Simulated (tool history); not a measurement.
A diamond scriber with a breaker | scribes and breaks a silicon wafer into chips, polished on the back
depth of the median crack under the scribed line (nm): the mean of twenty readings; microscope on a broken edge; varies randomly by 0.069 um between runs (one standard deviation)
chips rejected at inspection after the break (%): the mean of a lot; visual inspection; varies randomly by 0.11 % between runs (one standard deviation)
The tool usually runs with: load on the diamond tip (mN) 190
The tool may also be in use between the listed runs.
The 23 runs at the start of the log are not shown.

| run | day | load on the diamond tip (mN) | wafers since the last listed run | hours since the diamond tip was replaced | hours since the load on the tip was calibrated | incoming depth of the damage left on the back of the incoming wafer, um | depth of the median crack under the scribed line (nm) | chips rejected at inspection after the break (%) |
|---|---|---|---|---|---|---|---|---|
| 24 | 27.3 | 154 | 65 | 1051.9 | 66.7 | 0.02 | 6000 | 4.85 |
| 25 | 28.3 | 190 | 57 | 1075.9 | 90.7 | 0.01 | 6650 | 2.49 |
| 26 | 29.271 | 222 | 56 | 1099.2 | 114 | 0.01 | 7060 | 1.39 |
| 27 | 29.867 | 175 | 34 | 1113.5 | 128.3 | 0.02 | 6330 | 3.43 |
| 28 | 30.525 | 190 | 38 | 1129.3 | 144.1 | 0.04 | 6550 | 2.78 |
|  | 30.842 | diamond tip replaced by a new one |
| 29 | 31.742 | 190 | 65 | 21.6 | 173.3 | 0.01 | 7060 | 1.58 |
| 30 | 32.667 | 190 | 53 | 43.8 | 195.5 | 0.04 | 7010 | 1.74 |
| 31 | 33.746 | 133 | 62 | 69.7 | 221.4 | 0.05 | 6010 | 5.7 |
| 32 | 34.392 | 155 | 37 | 85.2 | 236.9 | 0.03 | 6270 | 3.11 |
| 33 | 35.479 | 143 | 63 | 111.3 | 263 | 0.03 | 6120 | 4.82 |
| 34 | 36.604 | 239 | 65 | 138.3 | 290 | 0.02 | 7780 | 1.83 |
| 35 | 37.742 | 138 | 65 | 165.6 | 317.3 | 0.02 | 6060 | 5.99 |
| 36 | 38.354 | 170 | 35 | 180.3 | 332 | 0.01 | 6500 | 2.67 |
| 37 | 39.729 | 138 | 79 | 213.3 | 365 | 0.04 | 5970 | 5.89 |
| 38 | 40.512 | 190 | 45 | 232.1 | 383.8 | 0.04 | 6850 | 1.85 |
| 39 | 41.646 | 238 | 65 | 259.3 | 411 | 0.01 | 7620 | 1.67 |
| 40 | 42.758 | 190 | 64 | 286 | 437.7 | 0.05 | 6770 | 2.1 |
| 41 | 43.421 | 158 | 38 | 301.9 | 453.6 | 0.04 | 6170 | 3.72 |
| 42 | 44.067 | 215 | 37 | 317.4 | 469.1 | 0.04 | 7120 | 1.51 |

Below are 4 alternative next runs, each starting from the tool's condition after run 42. Predict each:
| A | 44.096 | 161 | 1 | 318.1 | 469.8 | 0.03 | ? | ? |
| B | 44.096 | 152 | 1 | 318.1 | 469.8 | 0.03 | ? | ? |
| C | 44.096 | 235 | 1 | 318.1 | 469.8 | 0.03 | ? | ? |
| D | 44.096 | 164 | 1 | 318.1 | 469.8 | 0.03 | ? | ? |

| run | depth of the median crack under the scribed line (nm) | chips rejected at inspection after the break (%) |
|---|---|---|
| A | 6260 | 3.42 |
| B | 6100 | 4.16 |
| C | 7510 | 1.5 |
| D | 6320 | 3.2 |
Take away the tool's hidden state, keep each run's random variation, and the runs would have read:
| run | depth of the median crack under the scribed line (nm) | chips rejected at inspection after the break (%) |
|---|---|---|
| A | 6740 | 1.94 |
| B | 6570 | 2.36 |
| C | 8090 | 2.38 |
| D | 6800 | 1.83 |
